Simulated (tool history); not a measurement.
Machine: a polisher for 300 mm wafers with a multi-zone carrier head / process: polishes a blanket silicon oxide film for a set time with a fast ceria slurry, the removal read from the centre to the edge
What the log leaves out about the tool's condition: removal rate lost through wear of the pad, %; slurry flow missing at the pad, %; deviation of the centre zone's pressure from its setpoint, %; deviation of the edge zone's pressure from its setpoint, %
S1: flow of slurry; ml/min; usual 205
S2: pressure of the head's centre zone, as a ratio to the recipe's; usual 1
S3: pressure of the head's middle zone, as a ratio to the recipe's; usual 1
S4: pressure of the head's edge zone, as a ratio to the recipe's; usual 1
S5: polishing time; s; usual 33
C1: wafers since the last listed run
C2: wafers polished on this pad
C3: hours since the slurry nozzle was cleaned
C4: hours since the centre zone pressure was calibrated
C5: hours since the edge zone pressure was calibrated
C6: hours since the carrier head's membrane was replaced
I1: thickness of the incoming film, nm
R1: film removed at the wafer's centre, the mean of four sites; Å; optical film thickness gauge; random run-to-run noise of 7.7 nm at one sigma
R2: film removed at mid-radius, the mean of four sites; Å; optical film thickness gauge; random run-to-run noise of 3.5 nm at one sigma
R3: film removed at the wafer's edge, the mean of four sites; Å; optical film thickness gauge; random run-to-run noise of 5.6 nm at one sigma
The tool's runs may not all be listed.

run 1 hour=0 | S1=205 S2=1 S3=0.91 S4=1 S5=33 | C1=0 C2=2691 C3=442 C4=636.2 C5=379.8 C6=257.8 | I1=1815.3 | R1=4981 R2=4698 R3=5203
-- hour=20.8 slurry nozzle cleaned
run 2 hour=60.2 | S1=205 S2=1 S3=1 S4=1 S5=33 | C1=458 C2=3149 C3=39.4 C4=696.4 C5=440 C6=318 | I1=1780.1 | R1=5330 R2=5330 R3=5600
-- hour=93.1 edge zone pressure recalibrated
run 3 hour=141.9 | S1=205 S2=1 S3=1 S4=1 S5=33 | C1=617 C2=3766 C3=121.1 C4=778.1 C5=48.8 C6=399.7 | I1=1815.9 | R1=5290 R2=5224 R3=5578
-- hour=191.9 worn pad replaced by a new one
run 4 hour=193.5 | S1=205 S2=1 S3=1 S4=1 S5=33 | C1=368 C2=12 C3=172.7 C4=829.7 C5=100.4 C6=451.3 | I1=1811.7 | R1=5302 R2=5254 R3=5420
run 5 hour=244.5 | S1=205 S2=1 S3=1 S4=1 S5=33 | C1=394 C2=406 C3=223.7 C4=880.7 C5=151.4 C6=502.3 | I1=1841.3 | R1=5248 R2=5169 R3=5405
-- hour=272.8 centre zone pressure recalibrated
-- hour=318.3 carrier head's membrane replaced by a new one
run 6 hour=343.2 | S1=205 S2=1 S3=1 S4=1 S5=33 | C1=709 C2=1116 C3=322.4 C4=70.4 C5=250.1 C6=24.9 | I1=1831 | R1=5125 R2=5102 R3=5347
run 7 hour=448.7 | S1=205 S2=1.09 S3=1 S4=1.06 S5=33 | C1=816 C2=1933 C3=427.9 C4=175.9 C5=355.6 C6=130.4 | I1=1801.8 | R1=5419 R2=5019 R3=5447
run 8 hour=545.2 | S1=205 S2=1 S3=1 S4=1 S5=33 | C1=747 C2=2680 C3=524.4 C4=272.4 C5=452.1 C6=226.9 | I1=1825 | R1=4938 R2=4886 R3=5147
-- hour=574.5 slurry nozzle cleaned
run 9 hour=596.8 | S1=250 S2=0.9 S3=1.11 S4=0.93 S5=33 | C1=391 C2=3072 C3=22.3 C4=324 C5=503.7 C6=278.5 | I1=1787.3 | R1=5090 R2=5766 R3=5451
-- hour=654.1 edge zone pressure recalibrated
-- hour=684.9 worn pad replaced by a new one
run 10 hour=699.3 | S1=205 S2=1 S3=1 S4=1 S5=33 | C1=747 C2=111 C3=124.8 C4=426.5 C5=45.2 C6=381 | I1=1785.5 | R1=5264 R2=5223 R3=5471
run 11 hour=769.6 | S1=205 S2=1 S3=1.08 S4=0.95 S5=33 | C1=544 C2=655 C3=195.1 C4=496.8 C5=115.5 C6=451.3 | I1=1777.2 | R1=5131 R2=5430 R3=5312

Expected results for the next run?
run 12 hour=865 | S1=265 S2=1 S3=1.11 S4=1 S5=33 | C1=738 C2=1394 C3=290.5 C4=592.2 C5=210.9 C6=546.7 | I1=1792.3 | R1=? R2=? R3=?

R1: 5262 Å
R2: 5626 Å
R3: 5490 Å
The same run, on a tool lacking any hidden state, would have yielded R1 5495 Å, R2 5849 Å, R3 5651 Å.
